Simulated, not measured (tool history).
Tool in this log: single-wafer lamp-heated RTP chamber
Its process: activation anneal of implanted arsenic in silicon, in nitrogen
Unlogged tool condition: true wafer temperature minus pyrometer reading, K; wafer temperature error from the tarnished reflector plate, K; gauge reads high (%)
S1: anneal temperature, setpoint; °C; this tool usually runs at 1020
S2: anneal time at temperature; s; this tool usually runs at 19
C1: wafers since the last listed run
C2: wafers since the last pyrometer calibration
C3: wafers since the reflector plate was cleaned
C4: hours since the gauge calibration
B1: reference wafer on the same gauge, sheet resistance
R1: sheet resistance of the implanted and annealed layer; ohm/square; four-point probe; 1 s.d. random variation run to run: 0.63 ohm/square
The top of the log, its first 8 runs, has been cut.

run 9 hour=384.9 | S1=1020 S2=19 | C1=466 C2=2363 C3=5695 C4=1318.2 | B1=117.06 | R1=109.7
run 10 hour=418.4 | S1=1020 S2=19 | C1=418 C2=2781 C3=6113 C4=1351.7 | B1=116.87 | R1=108.28
run 11 hour=473.2 | S1=1020 S2=19 | C1=683 C2=3465 C3=6797 C4=1406.5 | B1=117.17 | R1=109.15
run 12 hour=521.9 | S1=1043 S2=15 | C1=607 C2=4073 C3=7405 C4=1455.2 | B1=117.13 | R1=99.49
-- hour=584.1 pyrometer window cleaned and pyrometer calibrated
run 13 hour=584.6 | S1=1020 S2=19 | C1=682 C2=6 C3=8087 C4=1517.9 | B1=117.06 | R1=113.27
run 14 hour=654.8 | S1=1020 S2=19 | C1=875 C2=882 C3=8963 C4=1588.1 | B1=116.79 | R1=111.9
run 15 hour=714.2 | S1=1020 S2=19 | C1=741 C2=1623 C3=9704 C4=1647.5 | B1=117.2 | R1=110.11
-- hour=752.6 reflector plate cleaned
run 16 hour=761.8 | S1=1020 S2=19 | C1=494 C2=2118 C3=114 C4=1695.1 | B1=116.89 | R1=110.03
-- hour=768 gauge calibrated
run 17 hour=821.6 | S1=1020 S2=15 | C1=746 C2=2864 C3=860 C4=53.6 | B1=116.74 | R1=114.94
run 18 hour=879.3 | S1=1012 S2=16 | C1=719 C2=3584 C3=1580 C4=111.3 | B1=117.09 | R1=118.6
run 19 hour=948.9 | S1=1020 S2=19 | C1=868 C2=4452 C3=2449 C4=180.9 | B1=117.26 | R1=109.24
run 20 hour=976.4 | S1=1004 S2=13 | C1=343 C2=4795 C3=2792 C4=208.4 | B1=117.21 | R1=131.57
run 21 hour=1023.4 | S1=1020 S2=28 | C1=586 C2=5382 C3=3378 C4=255.4 | B1=116.86 | R1=100.33
run 22 hour=1057.2 | S1=1002 S2=10 | C1=421 C2=5804 C3=3800 C4=289.2 | B1=117.04 | R1=139.95
-- hour=1086.2 pyrometer window cleaned and pyrometer calibrated
run 23 hour=1097.4 | S1=995 S2=23 | C1=401 C2=139 C3=4202 C4=329.4 | B1=116.92 | R1=129.45
run 24 hour=1141.1 | S1=995 S2=23 | C1=545 C2=684 C3=4747 C4=373.1 | B1=116.88 | R1=128.49
run 25 hour=1193.5 | S1=1047 S2=24 | C1=653 C2=1338 C3=5401 C4=425.5 | B1=117.05 | R1=89.23
run 26 hour=1218.4 | S1=1020 S2=24 | C1=310 C2=1649 C3=5712 C4=450.4 | B1=116.91 | R1=105.15
run 27 hour=1252 | S1=1029 S2=27 | C1=419 C2=2068 C3=6131 C4=484 | B1=116.91 | R1=96.14
run 28 hour=1276.3 | S1=1032 S2=12 | C1=303 C2=2371 C3=6434 C4=508.3 | B1=117.11 | R1=113.99
run 29 hour=1343.9 | S1=1020 S2=19 | C1=843 C2=3215 C3=7278 C4=575.9 | B1=117.02 | R1=109.12
run 30 hour=1409.6 | S1=1009 S2=27 | C1=819 C2=4035 C3=8098 C4=641.6 | B1=116.83 | R1=109.26
run 31 hour=1437.1 | S1=1020 S2=19 | C1=343 C2=4378 C3=8441 C4=669.1 | B1=117.07 | R1=109.83
run 32 hour=1463.8 | S1=1050 S2=19 | C1=333 C2=4711 C3=8774 C4=695.8 | B1=117.02 | R1=91.43

3 options for the next run, each taken on its own from the tool as it stands now. Forecast them:
run A hour=1464.2 | S1=1020 S2=19 | C1=4 C2=4716 C3=8779 C4=696.2 | B1=? | R1=?
run B hour=1464.2 | S1=991 S2=19 | C1=4 C2=4716 C3=8779 C4=696.2 | B1=? | R1=?
run C hour=1464.2 | S1=1001 S2=26 | C1=4 C2=4716 C3=8779 C4=696.2 | B1=? | R1=?

run=A B1=116.87 R1=109.43
run=B B1=116.87 R1=132.46
run=C B1=116.87 R1=115.37
With the hidden condition removed and each run's random variation left untouched, the same runs would have given:
run=A R1=114.32
run=B R1=138.33
run=C R1=120.93
